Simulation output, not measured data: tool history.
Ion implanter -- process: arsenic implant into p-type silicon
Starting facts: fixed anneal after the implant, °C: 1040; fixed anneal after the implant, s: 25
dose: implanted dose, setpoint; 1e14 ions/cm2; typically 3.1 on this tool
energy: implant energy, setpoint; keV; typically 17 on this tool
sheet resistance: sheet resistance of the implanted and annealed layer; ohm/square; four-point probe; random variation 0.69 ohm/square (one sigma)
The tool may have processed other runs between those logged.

run,hour,dose,energy,wafers since the last listed run,hours since the last dose calibration,hours since the extraction supply was calibrated,hours since the gauge calibration,"read-back reference wafer on the same gauge, sheet resistance",sheet resistance
1,0,3.1,21.5,0,908.3,5523.2,282.8,381.07,325.57
2,32.2,3.1,21.5,385,940.5,5555.4,315,380.91,326.59
3,61.3,3.1,17,348,969.6,5584.5,344.1,380.65,334.28
4,267,3.1,17,2460,1175.3,5790.2,549.8,381.12,336.84
5,434.6,3.62,17,2004,1342.9,5957.8,717.4,381.02,299.85
6,489.9,3.62,17,661,1398.2,6013.1,772.7,381.14,300.19
7,522.1,3.53,17,385,1430.4,6045.3,804.9,380.99,306.19
# hour 549.6: extraction supply calibrated
8,551.2,3.1,17,252,1459.5,1.6,834,381.15,339.91
9,609.1,3.62,22,692,1517.4,59.5,891.9,380.82,293.36
10,664.6,2.26,21,663,1572.9,115,947.4,381.12,427.26
# hour 681.2: gauge calibrated
11,733.6,3.52,13,825,1641.9,184,52.4,380.82,318.47
# hour 761.6: Faraday cup replaced and dose calibrated
12,764.1,3.1,19,269,2.5,214.5,82.9,380.73,328.49
13,829.2,3.71,17,778,67.6,279.6,148,381.09,290
14,997.6,2.72,13.5,2014,236,448,316.4,381.07,376.71

Below are 3 alternative next runs, each starting from the tool's condition after run 14. Predict each:
A,998,3.1,17,4,236.4,448.4,316.8,?,?
B,998,2.22,12.5,4,236.4,448.4,316.8,?,?
C,998,3.88,20,4,236.4,448.4,316.8,?,?

run,"read-back reference wafer on the same gauge, sheet resistance",sheet resistance
A,381.09,333.36
B,381.09,444.88
C,381.09,275.59
Take away the tool's hidden state, keep each run's random variation, and the runs would have read:
run,sheet resistance
A,332.64
B,443.92
C,275
